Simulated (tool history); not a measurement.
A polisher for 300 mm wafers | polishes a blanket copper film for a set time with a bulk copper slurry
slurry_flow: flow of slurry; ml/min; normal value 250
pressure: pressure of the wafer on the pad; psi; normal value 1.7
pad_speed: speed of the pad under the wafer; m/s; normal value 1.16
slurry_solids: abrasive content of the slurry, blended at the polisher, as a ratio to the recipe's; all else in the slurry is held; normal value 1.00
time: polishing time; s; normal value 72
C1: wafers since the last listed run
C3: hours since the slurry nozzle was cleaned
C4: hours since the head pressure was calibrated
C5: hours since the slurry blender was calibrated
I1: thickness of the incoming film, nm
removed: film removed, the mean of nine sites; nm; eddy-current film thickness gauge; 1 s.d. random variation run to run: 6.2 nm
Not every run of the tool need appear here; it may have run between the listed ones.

{"run": 1, "day": 0.0, "slurry_flow": 250, "pressure": 1.7, "pad_speed": 1.16, "slurry_solids": 1.0, "time": 55, "C1": 0, "wafers polished on this pad": 1151, "C3": 577.3, "C4": 127.0, "C5": 329.3, "I1": 1999.8, "removed": 353.0}
{"day": 0.425, "done": "slurry nozzle cleaned"}
{"run": 2, "day": 2.042, "slurry_flow": 250, "pressure": 1.7, "pad_speed": 1.16, "slurry_solids": 1.0, "time": 72, "C1": 422, "wafers polished on this pad": 1573, "C3": 38.8, "C4": 176.0, "C5": 378.3, "I1": 1993.3, "removed": 461.2}
{"day": 2.642, "done": "slurry blender recalibrated"}
{"run": 3, "day": 3.542, "slurry_flow": 250, "pressure": 1.7, "pad_speed": 1.16, "slurry_solids": 1.0, "time": 72, "C1": 299, "wafers polished on this pad": 1873, "C3": 74.8, "C4": 212.0, "C5": 21.6, "I1": 2003.8, "removed": 479.3}
{"day": 5.029, "done": "worn pad replaced by a new one"}
{"run": 4, "day": 5.475, "slurry_flow": 250, "pressure": 1.7, "pad_speed": 1.16, "slurry_solids": 1.0, "time": 72, "C1": 373, "wafers polished on this pad": 94, "C3": 121.2, "C4": 258.4, "C5": 68.0, "I1": 1984.1, "removed": 476.7}
{"run": 5, "day": 8.65, "slurry_flow": 250, "pressure": 1.7, "pad_speed": 1.16, "slurry_solids": 1.0, "time": 72, "C1": 671, "wafers polished on this pad": 765, "C3": 197.4, "C4": 334.6, "C5": 144.2, "I1": 2006.9, "removed": 467.2}
{"run": 6, "day": 11.183, "slurry_flow": 250, "pressure": 1.7, "pad_speed": 1.16, "slurry_solids": 1.0, "time": 72, "C1": 535, "wafers polished on this pad": 1300, "C3": 258.2, "C4": 395.4, "C5": 205.0, "I1": 2007.1, "removed": 471.5}
{"run": 7, "day": 13.992, "slurry_flow": 205, "pressure": 1.5, "pad_speed": 1.16, "slurry_solids": 1.0, "time": 72, "C1": 593, "wafers polished on this pad": 1894, "C3": 325.6, "C4": 462.8, "C5": 272.4, "I1": 2007.3, "removed": 423.2}
{"day": 15.454, "done": "worn pad replaced by a new one"}
{"run": 8, "day": 18.296, "slurry_flow": 205, "pressure": 1.5, "pad_speed": 1.16, "slurry_solids": 1.0, "time": 72, "C1": 874, "wafers polished on this pad": 600, "C3": 428.9, "C4": 566.1, "C5": 375.7, "I1": 2015.1, "removed": 429.3}
{"day": 18.417, "done": "slurry blender recalibrated"}
{"day": 21.325, "done": "slurry nozzle cleaned"}
{"run": 9, "day": 21.404, "slurry_flow": 205, "pressure": 1.5, "pad_speed": 1.16, "slurry_solids": 1.0, "time": 72, "C1": 630, "wafers polished on this pad": 1231, "C3": 1.9, "C4": 640.7, "C5": 71.7, "I1": 2020.8, "removed": 407.5}
{"day": 24.479, "done": "slurry blender recalibrated, repeated, since the last time left the tool worse"}
{"day": 24.775, "done": "worn pad replaced by a new one"}
{"run": 10, "day": 25.017, "slurry_flow": 250, "pressure": 1.5, "pad_speed": 1.16, "slurry_solids": 1.15, "time": 72, "C1": 710, "wafers polished on this pad": 50, "C3": 88.6, "C4": 727.4, "C5": 12.9, "I1": 2006.3, "removed": 448.1}
{"run": 11, "day": 27.625, "slurry_flow": 250, "pressure": 1.7, "pad_speed": 1.16, "slurry_solids": 1.0, "time": 72, "C1": 551, "wafers polished on this pad": 602, "C3": 151.2, "C4": 790.0, "C5": 75.5, "I1": 2019.4, "removed": 468.1}

Forecast run 12:
{"run": 12, "day": 29.562, "slurry_flow": 220, "pressure": 2.2, "pad_speed": 1.16, "slurry_solids": 1.0, "time": 72, "C1": 409, "wafers polished on this pad": 1011, "C3": 197.7, "C4": 836.5, "C5": 122.0, "I1": 2009.0, "removed": "?"}

{"run 12": {"removed": 554.5}}
If the tool had no hidden condition, the same run with the same run-to-run variation would have returned removed 559.5 nm.
